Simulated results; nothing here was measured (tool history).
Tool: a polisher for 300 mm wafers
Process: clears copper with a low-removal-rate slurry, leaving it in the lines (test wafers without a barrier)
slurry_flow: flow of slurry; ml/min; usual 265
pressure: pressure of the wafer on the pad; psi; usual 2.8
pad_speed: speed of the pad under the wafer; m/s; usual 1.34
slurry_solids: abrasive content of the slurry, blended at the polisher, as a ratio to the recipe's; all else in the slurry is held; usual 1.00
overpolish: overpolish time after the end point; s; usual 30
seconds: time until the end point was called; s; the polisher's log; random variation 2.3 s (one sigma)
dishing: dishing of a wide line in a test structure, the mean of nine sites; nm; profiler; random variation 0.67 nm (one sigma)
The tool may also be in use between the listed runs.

| run | hour | slurry_flow | pressure | pad_speed | slurry_solids | overpolish | incoming thickness of the incoming film, nm | seconds | dishing |
|---|---|---|---|---|---|---|---|---|---|
| 1 | 0.0 | 265 | 2.8 | 1.34 | 1.00 | 30 | 562.3 | 138.3 | 36.0 |
| 2 | 104.9 | 265 | 2.8 | 1.12 | 1.00 | 30 | 566.7 | 166.8 | 36.0 |
| 3 | 152.9 | 265 | 2.8 | 1.34 | 1.00 | 41 | 564.5 | 143.0 | 38.7 |
|  | 162.5 | slurry blender recalibrated |
| 4 | 201.9 | 265 | 2.8 | 1.34 | 1.00 | 30 | 565.5 | 145.4 | 36.9 |
|  | 270.3 | worn pad replaced by a new one |
| 5 | 292.0 | 265 | 2.8 | 1.34 | 1.00 | 30 | 571.1 | 130.3 | 37.1 |
|  | 361.0 | head pressure recalibrated |
|  | 371.8 | slurry nozzle cleaned |
| 6 | 392.1 | 265 | 2.8 | 1.34 | 1.00 | 30 | 560.3 | 147.4 | 36.4 |
| 7 | 457.6 | 225 | 2.8 | 1.34 | 1.00 | 43 | 569.7 | 148.6 | 38.5 |
| 8 | 516.0 | 225 | 2.8 | 1.34 | 1.00 | 43 | 561.0 | 154.4 | 37.6 |
|  | 535.0 | slurry blender recalibrated |
| 9 | 583.6 | 225 | 2.8 | 1.34 | 1.00 | 43 | 564.5 | 158.5 | 38.0 |
|  | 674.5 | worn pad replaced by a new one |
| 10 | 736.8 | 265 | 2.8 | 1.34 | 1.00 | 30 | 566.5 | 144.3 | 36.0 |
| 11 | 820.2 | 265 | 2.8 | 1.34 | 1.00 | 30 | 575.8 | 147.7 | 35.8 |
|  | 831.8 | slurry nozzle cleaned |
| 12 | 900.7 | 265 | 2.8 | 1.34 | 1.00 | 30 | 554.4 | 147.7 | 35.7 |
|  | 934.7 | slurry blender recalibrated |
| 13 | 996.6 | 225 | 2.8 | 1.34 | 1.00 | 43 | 566.7 | 153.7 | 37.8 |
|  | 1048.0 | worn pad replaced by a new one |
| 14 | 1096.7 | 265 | 3.6 | 1.34 | 0.75 | 30 | 564.8 | 116.3 | 37.4 |
| 15 | 1152.3 | 210 | 2.8 | 1.68 | 0.80 | 13 | 568.0 | 124.4 | 27.9 |
| 16 | 1200.2 | 265 | 2.8 | 0.90 | 1.00 | 44 | 559.7 | 208.7 | 35.1 |
|  | 1203.5 | head pressure recalibrated |
|  | 1282.1 | slurry nozzle cleaned |
| 17 | 1288.7 | 265 | 2.8 | 0.98 | 1.00 | 30 | 558.5 | 199.6 | 32.4 |
| 18 | 1350.2 | 265 | 2.8 | 1.34 | 1.00 | 30 | 561.0 | 150.2 | 36.2 |
|  | 1362.6 | slurry blender recalibrated |
| 19 | 1414.4 | 265 | 2.8 | 1.34 | 1.00 | 30 | 559.6 | 150.2 | 35.2 |
|  | 1495.8 | worn pad replaced by a new one |
| 20 | 1520.5 | 265 | 3.6 | 0.94 | 1.00 | 30 | 567.2 | 162.8 | 35.9 |
| 21 | 1572.0 | 350 | 3.3 | 0.92 | 1.00 | 44 | 561.3 | 172.9 | 36.8 |
|  | 1696.3 | slurry nozzle cleaned |
| 22 | 1750.0 | 265 | 2.8 | 1.34 | 1.00 | 30 | 561.1 | 140.1 | 34.9 |
| 23 | 1815.9 | 265 | 2.8 | 1.34 | 1.00 | 30 | 561.8 | 145.6 | 35.9 |
|  | 1826.6 | slurry blender recalibrated |
| 24 | 1915.3 | 265 | 2.8 | 1.80 | 1.00 | 30 | 564.7 | 115.5 | 38.6 |
|  | 1929.9 | worn pad replaced by a new one |
| 25 | 2020.7 | 300 | 2.3 | 1.34 | 1.00 | 41 | 558.1 | 149.9 | 37.0 |

Forecast each of these 4 alternatives for the next run:
| A | 2021.2 | 265 | 2.8 | 1.34 | 1.00 | 30 | 570.2 | ? | ? |
| B | 2021.2 | 265 | 3.8 | 1.34 | 1.00 | 30 | 570.2 | ? | ? |
| C | 2021.2 | 225 | 2.8 | 1.16 | 0.80 | 43 | 570.2 | ? | ? |
| D | 2021.2 | 205 | 2.8 | 1.76 | 1.00 | 30 | 570.2 | ? | ? |

| run | seconds | dishing |
|---|---|---|
| A | 133.8 | 36.3 |
| B | 103.3 | 38.4 |
| C | 165.8 | 37.2 |
| D | 105.3 | 37.6 |
Without the tool's hidden state the same runs would have given:
| run | seconds | dishing |
|---|---|---|
| A | 140.1 | 35.8 |
| B | 108.1 | 38.0 |
| C | 173.6 | 36.7 |
| D | 110.3 | 37.2 |
